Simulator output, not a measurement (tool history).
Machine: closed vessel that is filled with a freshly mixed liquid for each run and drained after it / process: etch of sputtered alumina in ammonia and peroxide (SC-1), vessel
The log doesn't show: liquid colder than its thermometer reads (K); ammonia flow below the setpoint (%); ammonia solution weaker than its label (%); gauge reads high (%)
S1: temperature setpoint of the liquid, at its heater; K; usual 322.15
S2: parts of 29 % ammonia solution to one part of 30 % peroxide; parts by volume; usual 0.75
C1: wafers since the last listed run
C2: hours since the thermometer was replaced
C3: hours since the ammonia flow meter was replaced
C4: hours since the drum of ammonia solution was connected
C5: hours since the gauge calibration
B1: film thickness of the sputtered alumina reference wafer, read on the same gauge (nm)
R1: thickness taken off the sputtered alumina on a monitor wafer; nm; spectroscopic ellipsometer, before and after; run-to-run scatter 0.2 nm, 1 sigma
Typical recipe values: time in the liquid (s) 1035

run 1 hour=0.0 | S1=322.15 S2=1.05 time_in_the_liquid_(s)=1035 | C1=0 C2=506.1 C3=247.1 C4=663.0 C5=347.7 | B1=29.97 | R1=37.47
run 2 hour=66.5 | S1=322.15 S2=1.05 time_in_the_liquid_(s)=1035 | C1=3697 C2=572.6 C3=313.6 C4=729.5 C5=414.2 | B1=30.01 | R1=37.34
-- hour=81.5 thermometer replaced
run 3 hour=134.8 | S1=322.15 S2=1.05 time_in_the_liquid_(s)=1035 | C1=3741 C2=53.3 C3=381.9 C4=797.8 C5=482.5 | B1=29.98 | R1=37.62
-- hour=177.5 ammonia flow meter replaced
run 4 hour=184.4 | S1=322.15 S2=0.60 time_in_the_liquid_(s)=1035 | C1=2701 C2=102.9 C3=6.9 C4=847.4 C5=532.1 | B1=29.98 | R1=35.86
-- hour=271.3 new drum of ammonia solution connected
run 5 hour=274.1 | S1=322.15 S2=0.75 time_in_the_liquid_(s)=1035 | C1=4931 C2=192.6 C3=96.6 C4=2.8 C5=621.8 | B1=30.00 | R1=36.36
run 6 hour=328.0 | S1=322.15 S2=0.55 time_in_the_liquid_(s)=1035 | C1=2996 C2=246.5 C3=150.5 C4=56.7 C5=675.7 | B1=30.04 | R1=35.24
-- hour=353.6 gauge calibrated
run 7 hour=394.9 | S1=322.15 S2=0.75 time_in_the_liquid_(s)=1035 | C1=3719 C2=313.4 C3=217.4 C4=123.6 C5=41.3 | B1=29.96 | R1=36.59
run 8 hour=458.5 | S1=322.15 S2=0.75 time_in_the_liquid_(s)=1035 | C1=3535 C2=377.0 C3=281.0 C4=187.2 C5=104.9 | B1=29.99 | R1=36.41
run 9 hour=518.3 | S1=322.15 S2=0.75 time_in_the_liquid_(s)=1035 | C1=3324 C2=436.8 C3=340.8 C4=247.0 C5=164.7 | B1=30.02 | R1=36.10
-- hour=613.7 ammonia flow meter replaced
run 10 hour=625.8 | S1=322.15 S2=0.75 time_in_the_liquid_(s)=1035 | C1=5921 C2=544.3 C3=12.1 C4=354.5 C5=272.2 | B1=29.99 | R1=36.30
run 11 hour=708.7 | S1=322.15 S2=0.90 time_in_the_liquid_(s)=675 | C1=4608 C2=627.2 C3=95.0 C4=437.4 C5=355.1 | B1=29.99 | R1=24.31
run 12 hour=813.6 | S1=329.15 S2=0.65 time_in_the_liquid_(s)=1420 | C1=5832 C2=732.1 C3=199.9 C4=542.3 C5=460.0 | B1=30.03 | R1=71.69
-- hour=818.2 thermometer replaced
run 13 hour=861.8 | S1=322.15 S2=0.75 time_in_the_liquid_(s)=1035 | C1=2624 C2=43.6 C3=248.1 C4=590.5 C5=508.2 | B1=30.01 | R1=36.34
run 14 hour=914.6 | S1=329.15 S2=0.40 time_in_the_liquid_(s)=1265 | C1=2935 C2=96.4 C3=300.9 C4=643.3 C5=561.0 | B1=30.01 | R1=61.30
run 15 hour=968.8 | S1=322.15 S2=1.00 time_in_the_liquid_(s)=515 | C1=3013 C2=150.6 C3=355.1 C4=697.5 C5=615.2 | B1=30.00 | R1=18.74
-- hour=1010.4 ammonia flow meter replaced
-- hour=1033.6 gauge calibrated
run 16 hour=1069.9 | S1=322.15 S2=0.75 time_in_the_liquid_(s)=1035 | C1=5565 C2=251.7 C3=59.5 C4=798.6 C5=36.3 | B1=30.00 | R1=36.23
-- hour=1093.8 new drum of ammonia solution connected
run 17 hour=1108.6 | S1=325.15 S2=0.75 time_in_the_liquid_(s)=1035 | C1=2095 C2=290.4 C3=98.2 C4=14.8 C5=75.0 | B1=30.00 | R1=42.87
run 18 hour=1174.6 | S1=329.15 S2=0.45 time_in_the_liquid_(s)=1035 | C1=3669 C2=356.4 C3=164.2 C4=80.8 C5=141.0 | B1=30.03 | R1=50.64
run 19 hour=1306.1 | S1=312.65 S2=1.00 time_in_the_liquid_(s)=755 | C1=7310 C2=487.9 C3=295.7 C4=212.3 C5=272.5 | B1=29.97 | R1=15.92
run 20 hour=1388.1 | S1=326.15 S2=0.60 time_in_the_liquid_(s)=805 | C1=4558 C2=569.9 C3=377.7 C4=294.3 C5=354.5 | B1=30.02 | R1=34.32

Predict each of these 5 candidate next runs independently; none follows another, all start after run 20:
run A hour=1389.0 | S1=322.15 S2=0.75 time_in_the_liquid_(s)=1035 | C1=50 C2=570.8 C3=378.6 C4=295.2 C5=355.4 | B1=? | R1=?
run B hour=1389.0 | S1=322.15 S2=0.85 time_in_the_liquid_(s)=655 | C1=50 C2=570.8 C3=378.6 C4=295.2 C5=355.4 | B1=? | R1=?
run C hour=1389.0 | S1=313.65 S2=0.75 time_in_the_liquid_(s)=1035 | C1=50 C2=570.8 C3=378.6 C4=295.2 C5=355.4 | B1=? | R1=?
run D hour=1389.0 | S1=325.65 S2=0.75 time_in_the_liquid_(s)=430 | C1=50 C2=570.8 C3=378.6 C4=295.2 C5=355.4 | B1=? | R1=?
run E hour=1389.0 | S1=322.15 S2=0.50 time_in_the_liquid_(s)=1035 | C1=50 C2=570.8 C3=378.6 C4=295.2 C5=355.4 | B1=? | R1=?

run=A B1=29.96 R1=36.48
run=B B1=29.96 R1=23.36
run=C B1=29.96 R1=22.46
run=D B1=29.96 R1=18.35
run=E B1=29.96 R1=35.10
Take away the tool's hidden state, keep each run's random variation, and the runs would have read:
run=A R1=36.48
run=B R1=23.36
run=C R1=22.46
run=D R1=18.35
run=E R1=35.10
